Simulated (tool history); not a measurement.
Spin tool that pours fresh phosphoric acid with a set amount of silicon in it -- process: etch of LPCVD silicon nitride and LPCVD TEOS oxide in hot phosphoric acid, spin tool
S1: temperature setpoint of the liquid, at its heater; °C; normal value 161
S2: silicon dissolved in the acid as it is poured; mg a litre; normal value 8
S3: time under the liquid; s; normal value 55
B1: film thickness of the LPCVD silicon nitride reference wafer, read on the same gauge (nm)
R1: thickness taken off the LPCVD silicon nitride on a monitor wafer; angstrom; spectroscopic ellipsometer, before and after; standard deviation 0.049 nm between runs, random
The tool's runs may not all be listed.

run 1 hour=0 | S1=161 S2=11.5 S3=45 | B1=130 | R1=44.8
run 2 hour=18.4 | S1=161 S2=11.5 S3=45 | B1=129.98 | R1=44.9
run 3 hour=41.7 | S1=161 S2=8 S3=35 | B1=129.98 | R1=34.7
run 4 hour=62 | S1=161 S2=13 S3=55 | B1=130 | R1=55.3
run 5 hour=81.2 | S1=159 S2=8 S3=75 | B1=129.99 | R1=70
run 6 hour=97.7 | S1=159 S2=8 S3=75 | B1=130.01 | R1=70.7
run 7 hour=131.9 | S1=161 S2=8 S3=30 | B1=130.01 | R1=30
-- hour=151.8 heated supply line repaired
run 8 hour=156.3 | S1=161 S2=8 S3=30 | B1=129.97 | R1=30.2
-- hour=185.2 dissolved silicon flow meter replaced
run 9 hour=185.7 | S1=161 S2=8 S3=40 | B1=129.99 | R1=40
run 10 hour=216.9 | S1=161 S2=8 S3=40 | B1=129.99 | R1=39.8
run 11 hour=232.3 | S1=161 S2=3 S3=75 | B1=129.99 | R1=75
-- hour=235.2 thermometer replaced
-- hour=248.4 gauge calibrated
run 12 hour=258.1 | S1=161 S2=8 S3=55 | B1=130 | R1=54.2
run 13 hour=271.5 | S1=161 S2=8 S3=55 | B1=130.02 | R1=54.8
run 14 hour=286.3 | S1=163.5 S2=14 S3=55 | B1=130.01 | R1=59.8
run 15 hour=308.4 | S1=161 S2=12 S3=55 | B1=130 | R1=54.5
run 16 hour=341.6 | S1=158 S2=10.5 S3=80 | B1=130 | R1=72.8

For run 17, what comes out?
run 17 hour=389.1 | S1=161 S2=12.5 S3=55 | B1=? | R1=?

{"run 17": {"B1": 130.02, "R1": 55.5}}
Without the tool's hidden state the same run would have given R1 55.5 angstrom.
